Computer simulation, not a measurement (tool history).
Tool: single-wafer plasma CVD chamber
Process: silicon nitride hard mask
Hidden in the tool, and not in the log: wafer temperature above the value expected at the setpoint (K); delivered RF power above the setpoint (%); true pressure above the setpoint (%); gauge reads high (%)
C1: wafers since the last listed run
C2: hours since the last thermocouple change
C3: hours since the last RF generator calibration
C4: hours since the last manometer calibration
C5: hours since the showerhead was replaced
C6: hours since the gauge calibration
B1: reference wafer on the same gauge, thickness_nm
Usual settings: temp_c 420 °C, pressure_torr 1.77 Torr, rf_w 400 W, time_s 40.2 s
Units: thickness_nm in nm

Run 1, hour 0: usual settings; C1 0; C2 2290.8; C3 1571.1; C4 2228.2; C5 5000.9; C6 173.5; B1 70.127. Result: thickness_nm 56.519 nm.
Run 2, hour 34.4: usual settings but temp_c 429 °C; C1 806; C2 2325.2; C3 1605.5; C4 2262.6; C5 5035.3; C6 207.9; B1 70.212. Result: thickness_nm 56.213 nm.
Run 3, hour 68.6: usual settings but temp_c 429 °C; C1 802; C2 2359.4; C3 1639.7; C4 2296.8; C5 5069.5; C6 242.1; B1 70.155. Result: thickness_nm 56.135 nm.
Run 4, hour 92.6: usual settings but temp_c 429 °C; C1 562; C2 2383.4; C3 1663.7; C4 2320.8; C5 5093.5; C6 266.1; B1 70.132. Result: thickness_nm 56.131 nm.
Run 5, hour 147.6: usual settings but pressure_torr 1.46 Torr; C1 1290; C2 2438.4; C3 1718.7; C4 2375.8; C5 5148.5; C6 321.1; B1 70.118. Result: thickness_nm 54.343 nm.
At hour 160.8: thermocouple changed; heater temperature recalibrated.
Run 6, hour 183.3: usual settings; C1 649; C2 22.5; C3 1754.4; C4 2411.5; C5 5184.2; C6 356.8; B1 70.17. Result: thickness_nm 56.15 nm.
At hour 208.8: showerhead replaced.
Run 7, hour 215.4: usual settings; C1 565; C2 54.6; C3 1786.5; C4 2443.6; C5 6.6; C6 388.9; B1 70.106. Result: thickness_nm 56.115 nm.
At hour 240.8: gauge calibrated.
At hour 268.1: RF generator calibrated.
Run 8, hour 280.7: usual settings but temp_c 428 °C, time_s 37.9 s; C1 1344; C2 119.9; C3 12.6; C4 2508.9; C5 71.9; C6 39.9; B1 70.237. Result: thickness_nm 56.135 nm.
Run 9, hour 294.4: usual settings but temp_c 433 °C, pressure_torr 1.42 Torr, rf_w 470 W, time_s 47.9 s; C1 321; C2 133.6; C3 26.3; C4 2522.6; C5 85.6; C6 53.6; B1 70.222. Result: thickness_nm 78.101 nm.
At hour 313.2: capacitance manometer re-zeroed and calibrated.
Run 10, hour 374.9: usual settings but pressure_torr 1.46 Torr; C1 1700; C2 214.1; C3 106.8; C4 61.7; C5 166.1; C6 134.1; B1 70.206. Result: thickness_nm 57.235 nm.
Run 11, hour 395.3: usual settings but temp_c 429 °C; C1 478; C2 234.5; C3 127.2; C4 82.1; C5 186.5; C6 154.5; B1 70.168. Result: thickness_nm 59.364 nm.
Run 12, hour 429: usual settings but pressure_torr 2.21 Torr; C1 790; C2 268.2; C3 160.9; C4 115.8; C5 220.2; C6 188.2; B1 70.217. Result: thickness_nm 62.47 nm.
Run 13, hour 451.5: usual settings but temp_c 428 °C, pressure_torr 1.61 Torr, rf_w 425 W; C1 527; C2 290.7; C3 183.4; C4 138.3; C5 242.7; C6 210.7; B1 70.206. Result: thickness_nm 61.72 nm.
Run 14, hour 472.3: usual settings but temp_c 430 °C, pressure_torr 1.52 Torr, time_s 42.6 s; C1 487; C2 311.5; C3 204.2; C4 159.1; C5 263.5; C6 231.5; B1 70.204. Result: thickness_nm 60.864 nm.
Run 15, hour 495: usual settings but temp_c 428 °C, pressure_torr 2.06 Torr, rf_w 330 W; C1 532; C2 334.2; C3 226.9; C4 181.8; C5 286.2; C6 254.2; B1 70.237. Result: thickness_nm 49.35 nm.

The tool's hidden state at each run:
wafer temperature above the value expected at the setpoint (K): 0 in every run
true pressure above the setpoint (%): 0 in every run
gauge reads high (%): 0 in every run
H1: delivered RF power above the setpoint (%)
run      H1
  1   -5.57
  2   -5.67
  3   -5.77
  4   -5.84
  5   -5.99
  6   -6.09
  7   -6.18
  8  -0.096
  9  -0.135
 10  -0.363
 11  -0.421
 12  -0.517
 13  -0.581
 14   -0.64
 15  -0.704
